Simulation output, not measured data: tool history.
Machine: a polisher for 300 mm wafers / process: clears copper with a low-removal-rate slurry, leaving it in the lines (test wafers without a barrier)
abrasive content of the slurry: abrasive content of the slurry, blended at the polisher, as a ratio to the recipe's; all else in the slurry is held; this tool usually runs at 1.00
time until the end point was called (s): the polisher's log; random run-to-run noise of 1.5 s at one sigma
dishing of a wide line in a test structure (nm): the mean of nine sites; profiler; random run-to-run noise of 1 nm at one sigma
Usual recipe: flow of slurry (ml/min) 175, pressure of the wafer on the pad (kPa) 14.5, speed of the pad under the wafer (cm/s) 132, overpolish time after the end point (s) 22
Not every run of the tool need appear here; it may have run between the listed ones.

| run | hour | flow of slurry (ml/min) | pressure of the wafer on the pad (kPa) | speed of the pad under the wafer (cm/s) | abrasive content of the slurry | overpolish time after the end point (s) | wafers since the last listed run | wafers polished on this pad | hours since the slurry nozzle was cleaned | hours since the head pressure was calibrated | hours since the slurry blender was calibrated | incoming thickness of the incoming film, nm | time until the end point was called (s) | dishing of a wide line in a test structure (nm) |
|---|---|---|---|---|---|---|---|---|---|---|---|---|---|---|
| 1 | 0.0 | 175 | 14.5 | 132 | 1.00 | 22 | 0 | 285 | 186.0 | 733.8 | 75.6 | 220.0 | 89.2 | 40.9 |
| 2 | 24.6 | 175 | 14.5 | 132 | 1.00 | 22 | 263 | 548 | 210.6 | 758.4 | 100.2 | 220.4 | 91.4 | 39.4 |
| 3 | 53.8 | 175 | 14.5 | 132 | 1.00 | 22 | 312 | 860 | 239.8 | 787.6 | 129.4 | 222.5 | 92.8 | 36.4 |
| 4 | 78.0 | 175 | 14.5 | 132 | 1.00 | 22 | 258 | 1119 | 264.0 | 811.8 | 153.6 | 216.5 | 92.1 | 38.9 |
|  | 100.4 | worn pad replaced by a new one |
| 5 | 104.0 | 175 | 14.5 | 132 | 1.00 | 22 | 235 | 37 | 290.0 | 837.8 | 179.6 | 216.4 | 76.4 | 41.9 |
| 6 | 138.7 | 175 | 14.5 | 132 | 1.00 | 22 | 371 | 409 | 324.7 | 872.5 | 214.3 | 216.6 | 84.6 | 40.8 |
| 7 | 171.3 | 175 | 14.5 | 132 | 1.00 | 22 | 348 | 757 | 357.3 | 905.1 | 246.9 | 215.8 | 88.2 | 41.3 |
|  | 185.2 | slurry blender recalibrated |
| 8 | 198.3 | 175 | 14.5 | 132 | 1.00 | 22 | 267 | 1025 | 384.3 | 932.1 | 13.1 | 220.5 | 88.0 | 38.8 |
|  | 225.3 | worn pad replaced by a new one |
| 9 | 233.6 | 175 | 14.5 | 142 | 1.00 | 22 | 334 | 88 | 419.6 | 967.4 | 48.4 | 216.5 | 76.5 | 44.8 |
|  | 246.1 | head pressure recalibrated |
| 10 | 253.3 | 175 | 14.5 | 142 | 1.00 | 22 | 189 | 278 | 439.3 | 7.2 | 68.1 | 218.2 | 79.4 | 45.4 |
| 11 | 279.5 | 175 | 14.5 | 142 | 1.00 | 22 | 280 | 558 | 465.5 | 33.4 | 94.3 | 216.5 | 81.2 | 42.0 |
| 12 | 302.0 | 175 | 14.5 | 132 | 1.25 | 22 | 240 | 798 | 488.0 | 55.9 | 116.8 | 223.4 | 84.7 | 42.0 |
| 13 | 331.6 | 175 | 14.5 | 132 | 1.25 | 22 | 316 | 1115 | 517.6 | 85.5 | 146.4 | 218.7 | 84.4 | 41.4 |
|  | 340.3 | worn pad replaced by a new one, of another model than before |
| 14 | 359.1 | 160 | 14.5 | 156 | 1.20 | 22 | 251 | 200 | 545.1 | 113.0 | 173.9 | 217.1 | 70.8 | 48.3 |
| 15 | 393.1 | 120 | 14.5 | 144 | 1.00 | 17 | 363 | 564 | 579.1 | 147.0 | 207.9 | 220.3 | 92.6 | 29.2 |
| 16 | 412.9 | 175 | 18.6 | 132 | 0.80 | 19 | 211 | 775 | 598.9 | 166.8 | 227.7 | 218.0 | 81.3 | 37.6 |
| 17 | 437.5 | 175 | 14.5 | 132 | 1.25 | 22 | 263 | 1039 | 623.5 | 191.4 | 252.3 | 219.1 | 83.8 | 42.4 |
|  | 452.9 | slurry nozzle cleaned |
| 18 | 458.1 | 175 | 14.5 | 132 | 1.00 | 22 | 209 | 1248 | 5.2 | 212.0 | 272.9 | 220.4 | 90.4 | 38.1 |
|  | 465.0 | slurry blender recalibrated |
|  | 469.9 | worn pad replaced by a new one |
| 19 | 475.0 | 200 | 14.5 | 162 | 1.00 | 28 | 116 | 54 | 22.1 | 228.9 | 10.0 | 218.2 | 68.2 | 62.1 |
| 20 | 497.2 | 175 | 14.5 | 160 | 0.70 | 22 | 237 | 291 | 44.3 | 251.1 | 32.2 | 219.2 | 86.8 | 40.6 |
| 21 | 521.4 | 175 | 17.2 | 132 | 1.00 | 22 | 258 | 550 | 68.5 | 275.3 | 56.4 | 220.3 | 79.2 | 43.7 |
| 22 | 543.6 | 175 | 14.5 | 132 | 1.00 | 32 | 237 | 787 | 90.7 | 297.5 | 78.6 | 220.6 | 92.7 | 53.4 |
| 23 | 574.8 | 175 | 10.3 | 108 | 1.00 | 22 | 333 | 1121 | 121.9 | 328.7 | 109.8 | 219.8 | 129.0 | 28.4 |
| 24 | 604.6 | 195 | 17.9 | 166 | 1.10 | 22 | 318 | 1440 | 151.7 | 358.5 | 139.6 | 221.5 | 63.3 | 53.1 |
|  | 609.4 | worn pad replaced by a new one |
| 25 | 618.1 | 175 | 14.5 | 148 | 1.25 | 22 | 101 | 93 | 165.2 | 372.0 | 153.1 | 219.6 | 70.6 | 47.1 |
| 26 | 639.4 | 175 | 14.5 | 172 | 1.00 | 22 | 227 | 320 | 186.5 | 393.3 | 174.4 | 217.3 | 69.8 | 46.2 |
| 27 | 661.1 | 175 | 14.5 | 132 | 1.00 | 22 | 232 | 552 | 208.2 | 415.0 | 196.1 | 219.7 | 88.5 | 40.3 |

Hidden condition of the tool, last listed run before each entry between runs versus first listed run after:
Runs 4 to 5: worn pad replaced by a new one (hour 100.4)
  removal rate lost through wear of the pad, %: 13.9 -> 1.23
  difference, measured minus the result without the unlogged condition, time until the end point was called (s): +12.7 -> +0.9; dishing of a wide line in a test structure (nm): -5.1 -> -0.4
Runs 7 to 8: slurry blender recalibrated (hour 185.2)
  removal rate lost through wear of the pad, %: 10.4 -> 11.5
  difference, measured minus the result without the unlogged condition, time until the end point was called (s): +9.1 -> +10.1; dishing of a wide line in a test structure (nm): -3.9 -> -4.2
Runs 8 to 9: worn pad replaced by a new one (hour 225.3)
  removal rate lost through wear of the pad, %: 11.5 -> 3.37
  difference, measured minus the result without the unlogged condition, time until the end point was called (s): +10.1 -> +2.6; dishing of a wide line in a test structure (nm): -4.2 -> -1.2
Runs 9 to 10: head pressure recalibrated (hour 246.1)
  removal rate lost through wear of the pad, %: 3.37 -> 7.14
  difference, measured minus the result without the unlogged condition, time until the end point was called (s): +2.6 -> +5.7; dishing of a wide line in a test structure (nm): -1.2 -> -2.8
Runs 13 to 14: worn pad replaced by a new one, of another model than before (hour 340.3)
  removal rate lost through wear of the pad, %: 12.7 -> 4.68
  difference, measured minus the result without the unlogged condition, time until the end point was called (s): +10.7 -> +3.4; dishing of a wide line in a test structure (nm): -4.8 -> -1.9
Runs 17 to 18: slurry nozzle cleaned (hour 452.9)
  removal rate lost through wear of the pad, %: 11.5 -> 12.1
  difference, measured minus the result without the unlogged condition, time until the end point was called (s): +9.7 -> +10.9; dishing of a wide line in a test structure (nm): -4.5 -> -4.3
Runs 18 to 19: slurry blender recalibrated (hour 465.0); worn pad replaced by a new one (hour 469.9)
  removal rate lost through wear of the pad, %: 12.1 -> 2.08
  difference, measured minus the result without the unlogged condition, time until the end point was called (s): +10.9 -> +1.4; dishing of a wide line in a test structure (nm): -4.3 -> -1.0
Runs 24 to 25: worn pad replaced by a new one (hour 609.4)
  removal rate lost through wear of the pad, %: 12.7 -> 3.31
  difference, measured minus the result without the unlogged condition, time until the end point was called (s): +8.1 -> +2.3; dishing of a wide line in a test structure (nm): -6.0 -> -1.3
